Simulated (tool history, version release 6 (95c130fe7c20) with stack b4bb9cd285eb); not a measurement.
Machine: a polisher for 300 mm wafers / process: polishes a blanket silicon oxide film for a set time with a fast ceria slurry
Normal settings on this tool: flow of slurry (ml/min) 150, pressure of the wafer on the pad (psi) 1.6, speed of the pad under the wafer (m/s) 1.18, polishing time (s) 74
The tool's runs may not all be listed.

run,hour,flow of slurry (ml/min),pressure of the wafer on the pad (psi),speed of the pad under the wafer (m/s),polishing time (s),wafers since the last listed run,wafers polished on this pad,hours since the slurry nozzle was cleaned,hours since the head pressure was calibrated,"incoming thickness of the incoming film, nm",film removed (nm)
1,0.0,150,1.6,1.18,74,0,692,479.9,1082.7,3363.2,626.2
2,15.2,150,1.6,1.18,74,118,811,495.1,1097.9,3331.8,628.9
3,24.4,150,1.6,1.18,74,71,882,504.3,1107.1,3363.9,629.0
# hour 38.0: worn pad replaced by a new one
4,68.1,150,1.6,1.18,74,309,234,548.0,1150.8,3328.8,661.9
5,87.2,150,1.6,1.18,83,148,382,567.1,1169.9,3330.8,745.8
6,93.7,150,1.6,1.18,74,50,433,573.6,1176.4,3296.9,647.7
7,104.3,150,1.6,1.18,74,82,516,584.2,1187.0,3333.8,646.0
8,110.4,150,1.6,1.50,74,47,563,590.3,1193.1,3344.0,831.2
9,123.9,150,1.6,1.18,74,105,668,603.8,1206.6,3328.6,646.7
10,138.4,150,1.6,1.18,74,112,781,618.3,1221.1,3277.3,643.6
11,149.7,150,1.9,1.18,74,87,869,629.6,1232.4,3344.1,704.9
12,166.1,150,1.6,1.18,74,127,997,646.0,1248.8,3275.4,624.6
13,180.3,150,1.6,1.18,74,110,1107,660.2,1263.0,3298.9,612.2
# hour 186.5: worn pad replaced by a new one
14,187.1,150,1.6,1.18,74,21,4,667.0,1269.8,3328.8,681.0
15,193.6,185,1.6,1.18,74,50,55,673.5,1276.3,3281.0,704.3
# hour 200.4: slurry nozzle cleaned
16,205.4,150,1.6,1.18,74,84,139,5.0,1288.1,3299.7,671.8
17,221.0,135,1.3,1.58,87,121,260,20.6,1303.7,3330.8,866.7
18,237.6,150,1.6,1.18,74,129,389,37.2,1320.3,3325.6,651.1
19,250.4,170,1.8,1.18,52,99,489,50.0,1333.1,3304.4,507.0
20,257.0,150,1.6,1.18,74,51,540,56.6,1339.7,3313.2,651.0
21,268.9,150,2.2,1.18,51,92,633,68.5,1351.6,3322.0,574.3
22,278.6,190,1.6,1.34,74,75,709,78.2,1361.3,3328.2,748.6
23,304.0,150,1.6,1.18,74,197,906,103.6,1386.7,3311.7,627.8
# hour 309.0: head pressure recalibrated
# hour 315.7: worn pad replaced by a new one, of another model than before
24,318.2,150,1.6,1.18,74,63,19,117.8,9.2,3383.2,682.0
25,333.2,150,1.6,1.42,96,116,136,132.8,24.2,3335.6,994.4
26,341.3,190,1.6,1.18,62,63,199,140.9,32.3,3314.2,595.3
27,347.5,150,2.0,1.18,74,48,247,147.1,38.5,3308.1,751.6
28,357.6,175,1.3,1.18,93,78,325,157.2,48.6,3320.8,792.5
29,367.6,150,1.8,1.50,74,77,403,167.2,58.6,3340.8,814.3
30,382.6,150,1.6,1.18,74,116,520,182.2,73.6,3336.1,652.5
31,398.8,125,2.0,0.88,74,126,646,198.4,89.8,3248.9,558.2
32,410.0,170,1.3,1.18,74,87,733,209.6,101.0,3286.9,586.5
33,421.2,150,1.6,1.18,54,87,821,220.8,112.2,3305.7,452.3

Hidden condition of the tool, last listed run before each entry between runs versus first listed run after:
In the gap between runs 3 and 4: worn pad replaced by a new one (hour 38.0)
  removal rate lost through wear of the pad, %: 8.96 -> 2.33
  measured less the result without the state, film removed (nm): -61.9 -> -15.8
In the gap between runs 13 and 14: worn pad replaced by a new one (hour 186.5)
  removal rate lost through wear of the pad, %: 10.8 -> 1.13
  measured less the result without the state, film removed (nm): -74.1 -> -7.8
In the gap between runs 15 and 16: slurry nozzle cleaned (hour 200.4)
  removal rate lost through wear of the pad, %: 1.62 -> 2.51
  measured less the result without the state, film removed (nm): -11.6 -> -17.3
In the gap between runs 23 and 24: head pressure recalibrated (hour 309.0); worn pad replaced by a new one, of another model than before (hour 315.7)
  removal rate lost through wear of the pad, %: 9.95 -> 1.63
  measured less the result without the state, film removed (nm): -69.4 -> -11.3
